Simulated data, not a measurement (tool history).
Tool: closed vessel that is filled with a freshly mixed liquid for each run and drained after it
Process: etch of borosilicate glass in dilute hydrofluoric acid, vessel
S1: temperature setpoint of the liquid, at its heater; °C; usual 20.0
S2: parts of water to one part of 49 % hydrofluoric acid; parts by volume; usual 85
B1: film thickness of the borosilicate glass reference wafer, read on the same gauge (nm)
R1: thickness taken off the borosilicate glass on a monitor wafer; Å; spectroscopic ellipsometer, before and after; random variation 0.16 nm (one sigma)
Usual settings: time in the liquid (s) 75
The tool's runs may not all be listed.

{"run": 1, "hour": 0.0, "S1": 23.0, "S2": 85, "time in the liquid (s)": 50, "B1": 109.98, "R1": 144.9}
{"run": 2, "hour": 42.3, "S1": 20.0, "S2": 85, "time in the liquid (s)": 75, "B1": 109.99, "R1": 190.0}
{"run": 3, "hour": 106.9, "S1": 20.0, "S2": 85, "time in the liquid (s)": 75, "B1": 110.01, "R1": 196.6}
{"run": 4, "hour": 164.9, "S1": 20.0, "S2": 85, "time in the liquid (s)": 75, "B1": 109.97, "R1": 194.7}
{"run": 5, "hour": 234.0, "S1": 20.0, "S2": 85, "time in the liquid (s)": 65, "B1": 109.97, "R1": 170.3}
{"run": 6, "hour": 258.8, "S1": 20.0, "S2": 65, "time in the liquid (s)": 50, "B1": 110.01, "R1": 174.8}
{"run": 7, "hour": 291.8, "S1": 20.0, "S2": 65, "time in the liquid (s)": 50, "B1": 109.98, "R1": 174.1}
{"run": 8, "hour": 348.1, "S1": 20.0, "S2": 65, "time in the liquid (s)": 50, "B1": 109.99, "R1": 173.8}
{"run": 9, "hour": 387.6, "S1": 20.0, "S2": 85, "time in the liquid (s)": 75, "B1": 109.98, "R1": 194.0}
{"run": 10, "hour": 457.9, "S1": 20.0, "S2": 85, "time in the liquid (s)": 75, "B1": 110.04, "R1": 197.5}
{"run": 11, "hour": 523.0, "S1": 17.0, "S2": 85, "time in the liquid (s)": 40, "B1": 109.98, "R1": 92.0}
{"hour": 548.0, "done": "thermometer replaced"}
{"run": 12, "hour": 632.8, "S1": 22.0, "S2": 65, "time in the liquid (s)": 45, "B1": 110.04, "R1": 170.3}
{"run": 13, "hour": 659.8, "S1": 20.0, "S2": 85, "time in the liquid (s)": 75, "B1": 110.0, "R1": 193.5}
{"hour": 691.3, "done": "gauge calibrated"}
{"run": 14, "hour": 711.4, "S1": 20.0, "S2": 50, "time in the liquid (s)": 75, "B1": 109.99, "R1": 347.5}
{"hour": 763.1, "done": "hydrofluoric acid flow meter replaced"}
{"run": 15, "hour": 770.3, "S1": 20.0, "S2": 65, "time in the liquid (s)": 75, "B1": 110.06, "R1": 254.1}
{"run": 16, "hour": 816.2, "S1": 20.0, "S2": 85, "time in the liquid (s)": 75, "B1": 109.99, "R1": 191.9}
{"run": 17, "hour": 849.4, "S1": 23.0, "S2": 85, "time in the liquid (s)": 50, "B1": 109.96, "R1": 141.5}
{"run": 18, "hour": 911.9, "S1": 17.0, "S2": 120, "time in the liquid (s)": 40, "B1": 109.97, "R1": 60.6}
{"run": 19, "hour": 982.3, "S1": 17.0, "S2": 100, "time in the liquid (s)": 55, "B1": 110.03, "R1": 102.4}
{"run": 20, "hour": 1040.6, "S1": 20.0, "S2": 85, "time in the liquid (s)": 75, "B1": 109.97, "R1": 187.0}
{"run": 21, "hour": 1095.2, "S1": 20.0, "S2": 110, "time in the liquid (s)": 75, "B1": 110.0, "R1": 144.0}
{"run": 22, "hour": 1306.0, "S1": 23.5, "S2": 70, "time in the liquid (s)": 40, "B1": 109.96, "R1": 145.1}
{"run": 23, "hour": 1344.7, "S1": 20.0, "S2": 85, "time in the liquid (s)": 75, "B1": 110.0, "R1": 190.0}
{"run": 24, "hour": 1405.2, "S1": 22.0, "S2": 65, "time in the liquid (s)": 75, "B1": 110.01, "R1": 276.8}
{"run": 25, "hour": 1446.0, "S1": 20.0, "S2": 100, "time in the liquid (s)": 75, "B1": 109.94, "R1": 158.7}
{"run": 26, "hour": 1492.7, "S1": 17.5, "S2": 110, "time in the liquid (s)": 45, "B1": 110.01, "R1": 77.5}
{"run": 27, "hour": 1527.6, "S1": 17.0, "S2": 85, "time in the liquid (s)": 40, "B1": 109.96, "R1": 90.0}
{"run": 28, "hour": 1580.6, "S1": 20.0, "S2": 85, "time in the liquid (s)": 45, "B1": 110.0, "R1": 114.4}
{"run": 29, "hour": 1781.5, "S1": 17.0, "S2": 120, "time in the liquid (s)": 85, "B1": 110.0, "R1": 133.9}
{"hour": 1811.9, "done": "thermometer replaced"}
{"run": 30, "hour": 1822.6, "S1": 20.0, "S2": 125, "time in the liquid (s)": 75, "B1": 109.99, "R1": 125.8}
{"run": 31, "hour": 1870.4, "S1": 24.5, "S2": 120, "time in the liquid (s)": 75, "B1": 110.01, "R1": 156.2}
{"run": 32, "hour": 1912.8, "S1": 20.0, "S2": 60, "time in the liquid (s)": 100, "B1": 109.98, "R1": 375.0}

Some steps in R1 between neighbouring runs. How much of each would the tool show without its hidden state too (settings, what came in, random variation), and how much is left for the hidden state, with any gauge scatter that isn't in both results?
The hidden state here: liquid colder than its thermometer reads (K); hydrofluoric acid flow above the setpoint (%); gauge reads high (%).
Run 13 -> 14: S2 85 -> 50, gauge calibrated. R1 +154.0 Å: hidden state +7.4, all else +146.6.
Run 14 -> 15: S2 50 -> 65, hydrofluoric acid flow meter replaced. R1 -93.4 Å: hidden state -16.4, all else -77.0.
Run 24 -> 25: S1 22.0 -> 20.0, S2 65 -> 100. R1 -118.1 Å: hidden state -2.0, all else -116.1.
Run 31 -> 32: S1 24.5 -> 20.0, S2 120 -> 60, time in the liquid (s) 75 -> 100. R1 +218.8 Å: hidden state +6.8, all else +212.0.

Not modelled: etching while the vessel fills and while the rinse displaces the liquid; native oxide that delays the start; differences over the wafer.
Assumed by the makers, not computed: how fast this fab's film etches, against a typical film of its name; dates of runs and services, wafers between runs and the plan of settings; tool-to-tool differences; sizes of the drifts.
